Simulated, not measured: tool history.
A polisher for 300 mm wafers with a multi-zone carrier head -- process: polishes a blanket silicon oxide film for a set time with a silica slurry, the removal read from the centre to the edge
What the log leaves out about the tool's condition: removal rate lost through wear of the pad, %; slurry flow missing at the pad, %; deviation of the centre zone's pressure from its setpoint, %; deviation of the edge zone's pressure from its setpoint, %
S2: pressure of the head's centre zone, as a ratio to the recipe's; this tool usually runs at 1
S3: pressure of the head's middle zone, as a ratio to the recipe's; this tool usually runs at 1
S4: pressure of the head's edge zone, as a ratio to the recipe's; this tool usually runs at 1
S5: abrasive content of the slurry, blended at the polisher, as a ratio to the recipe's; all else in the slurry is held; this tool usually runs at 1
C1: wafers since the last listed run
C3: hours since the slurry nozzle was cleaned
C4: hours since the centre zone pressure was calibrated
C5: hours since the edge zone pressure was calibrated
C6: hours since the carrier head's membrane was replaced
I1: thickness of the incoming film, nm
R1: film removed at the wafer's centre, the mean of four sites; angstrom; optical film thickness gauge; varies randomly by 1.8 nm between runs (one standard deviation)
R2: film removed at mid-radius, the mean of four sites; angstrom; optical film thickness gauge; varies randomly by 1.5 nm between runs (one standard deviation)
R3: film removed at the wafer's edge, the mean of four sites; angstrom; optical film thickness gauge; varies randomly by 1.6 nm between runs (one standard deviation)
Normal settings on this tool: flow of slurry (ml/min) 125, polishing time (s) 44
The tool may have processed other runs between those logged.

run 1 hour=0 | flow_of_slurry_(ml/min)=125 S2=1 S3=1 S4=1 S5=1 polishing_time_(s)=44 | C1=0 wafers_polished_on_this_pad=410 C3=161.3 C4=925.7 C5=1229.4 C6=2030.6 | I1=880.4 | R1=1444 R2=1416 R3=1407
run 2 hour=8.5 | flow_of_slurry_(ml/min)=125 S2=1 S3=1 S4=1 S5=1 polishing_time_(s)=44 | C1=107 wafers_polished_on_this_pad=517 C3=169.8 C4=934.2 C5=1237.9 C6=2039.1 | I1=869.9 | R1=1399 R2=1376 R3=1384
run 3 hour=17 | flow_of_slurry_(ml/min)=125 S2=1.07 S3=1 S4=1 S5=1 polishing_time_(s)=51 | C1=107 wafers_polished_on_this_pad=624 C3=178.3 C4=942.7 C5=1246.4 C6=2047.6 | I1=899 | R1=1681 R2=1550 R3=1523
-- hour=36 worn pad replaced by a new one, of another model than before
run 4 hour=57.5 | flow_of_slurry_(ml/min)=125 S2=1.07 S3=1 S4=1 S5=1 polishing_time_(s)=51 | C1=460 wafers_polished_on_this_pad=270 C3=218.8 C4=983.2 C5=1286.9 C6=2088.1 | I1=882.8 | R1=1810 R2=1665 R3=1628
run 5 hour=69.8 | flow_of_slurry_(ml/min)=125 S2=1.07 S3=1 S4=1 S5=1 polishing_time_(s)=51 | C1=155 wafers_polished_on_this_pad=425 C3=231.1 C4=995.5 C5=1299.2 C6=2100.4 | I1=891.7 | R1=1762 R2=1595 R3=1593
run 6 hour=81.9 | flow_of_slurry_(ml/min)=125 S2=0.9 S3=1 S4=1 S5=1 polishing_time_(s)=44 | C1=152 wafers_polished_on_this_pad=578 C3=243.2 C4=1007.6 C5=1311.3 C6=2112.5 | I1=883.7 | R1=1206 R2=1343 R3=1311
-- hour=90.2 worn pad replaced by a new one
run 7 hour=94.6 | flow_of_slurry_(ml/min)=125 S2=0.9 S3=1 S4=1 S5=1 polishing_time_(s)=44 | C1=109 wafers_polished_on_this_pad=55 C3=255.9 C4=1020.3 C5=1324 C6=2125.2 | I1=889.7 | R1=1341 R2=1477 R3=1455
run 8 hour=102.6 | flow_of_slurry_(ml/min)=125 S2=0.9 S3=1 S4=1 S5=1 polishing_time_(s)=44 | C1=100 wafers_polished_on_this_pad=156 C3=263.9 C4=1028.3 C5=1332 C6=2133.2 | I1=895.5 | R1=1329 R2=1433 R3=1461
-- hour=118 carrier head's membrane replaced by a new one
run 9 hour=119.9 | flow_of_slurry_(ml/min)=125 S2=0.9 S3=1 S4=1 S5=1 polishing_time_(s)=44 | C1=155 wafers_polished_on_this_pad=311 C3=281.2 C4=1045.6 C5=1349.3 C6=1.9 | I1=876.9 | R1=1307 R2=1415 R3=1444
run 10 hour=132.6 | flow_of_slurry_(ml/min)=155 S2=1 S3=1 S4=1 S5=1 polishing_time_(s)=44 | C1=160 wafers_polished_on_this_pad=471 C3=293.9 C4=1058.3 C5=1362 C6=14.6 | I1=887.7 | R1=1509 R2=1478 R3=1431
run 11 hour=144.2 | flow_of_slurry_(ml/min)=90 S2=1.11 S3=0.94 S4=1 S5=1 polishing_time_(s)=54 | C1=146 wafers_polished_on_this_pad=617 C3=305.5 C4=1069.9 C5=1373.6 C6=26.2 | I1=900.5 | R1=1566 R2=1335 R3=1487
-- hour=147.8 edge zone pressure recalibrated
run 12 hour=153 | flow_of_slurry_(ml/min)=125 S2=1 S3=1 S4=1 S5=1 polishing_time_(s)=44 | C1=85 wafers_polished_on_this_pad=703 C3=314.3 C4=1078.7 C5=5.2 C6=35 | I1=874.3 | R1=1281 R2=1276 R3=1288
-- hour=157.9 worn pad replaced by a new one
run 13 hour=168.2 | flow_of_slurry_(ml/min)=95 S2=1 S3=1 S4=0.95 S5=1.25 polishing_time_(s)=44 | C1=141 wafers_polished_on_this_pad=129 C3=329.5 C4=1093.9 C5=20.4 C6=50.2 | I1=878.5 | R1=1446 R2=1450 R3=1438
run 14 hour=182.6 | flow_of_slurry_(ml/min)=125 S2=1 S3=0.92 S4=1.06 S5=1 polishing_time_(s)=44 | C1=181 wafers_polished_on_this_pad=311 C3=343.9 C4=1108.3 C5=34.8 C6=64.6 | I1=887 | R1=1451 R2=1391 R3=1480
-- hour=184.9 centre zone pressure recalibrated
-- hour=190.3 slurry nozzle cleaned
run 15 hour=190.8 | flow_of_slurry_(ml/min)=125 S2=1 S3=0.94 S4=1 S5=1 polishing_time_(s)=53 | C1=65 wafers_polished_on_this_pad=376 C3=0.5 C4=5.9 C5=43 C6=72.8 | I1=882.9 | R1=1710 R2=1676 R3=1683
run 16 hour=197.5 | flow_of_slurry_(ml/min)=125 S2=1 S3=1 S4=1.07 S5=1 polishing_time_(s)=54 | C1=84 wafers_polished_on_this_pad=461 C3=7.2 C4=12.6 C5=49.7 C6=79.5 | I1=892 | R1=1738 R2=1721 R3=1747
run 17 hour=213.9 | flow_of_slurry_(ml/min)=125 S2=1 S3=1 S4=1 S5=1 polishing_time_(s)=44 | C1=206 wafers_polished_on_this_pad=667 C3=23.6 C4=29 C5=66.1 C6=95.9 | I1=902.9 | R1=1328 R2=1310 R3=1331
-- hour=219.9 worn pad replaced by a new one
run 18 hour=231.7 | flow_of_slurry_(ml/min)=150 S2=1 S3=1 S4=1 S5=0.75 polishing_time_(s)=50 | C1=173 wafers_polished_on_this_pad=148 C3=41.4 C4=46.8 C5=83.9 C6=113.7 | I1=876.9 | R1=1533 R2=1508 R3=1476
run 19 hour=246.4 | flow_of_slurry_(ml/min)=110 S2=1 S3=1 S4=1 S5=1 polishing_time_(s)=36 | C1=185 wafers_polished_on_this_pad=333 C3=56.1 C4=61.5 C5=98.6 C6=128.4 | I1=886 | R1=1107 R2=1118 R3=1117
run 20 hour=255.7 | flow_of_slurry_(ml/min)=125 S2=1 S3=1 S4=1 S5=1 polishing_time_(s)=44 | C1=117 wafers_polished_on_this_pad=450 C3=65.4 C4=70.8 C5=107.9 C6=137.7 | I1=898.3 | R1=1397 R2=1406 R3=1359
run 21 hour=269.8 | flow_of_slurry_(ml/min)=125 S2=1 S3=1 S4=1.08 S5=1 polishing_time_(s)=44 | C1=177 wafers_polished_on_this_pad=628 C3=79.5 C4=84.9 C5=122 C6=151.8 | I1=883.8 | R1=1330 R2=1334 R3=1386

Run-by-run hidden state of the tool:
slurry flow missing at the pad, %: 0 at every run
deviation of the centre zone's pressure from its setpoint, %: 0 at every run
deviation of the edge zone's pressure from its setpoint, %: 0 at every run
H1: removal rate lost through wear of the pad, %
run=1 H1=5.48
run=2 H1=7.7
run=3 H1=10.4
run=4 H1=4.19
run=5 H1=6.61
run=6 H1=10
run=7 H1=0.926
run=8 H1=1.4
run=9 H1=3.99
run=10 H1=7.24
run=11 H1=11.2
run=12 H1=14.9
run=13 H1=1.31
run=14 H1=3.1
run=15 H1=4.78
run=16 H1=6.5
run=17 H1=12.1
run=18 H1=2.49
run=19 H1=4.48
run=20 H1=6.54
run=21 H1=10.8
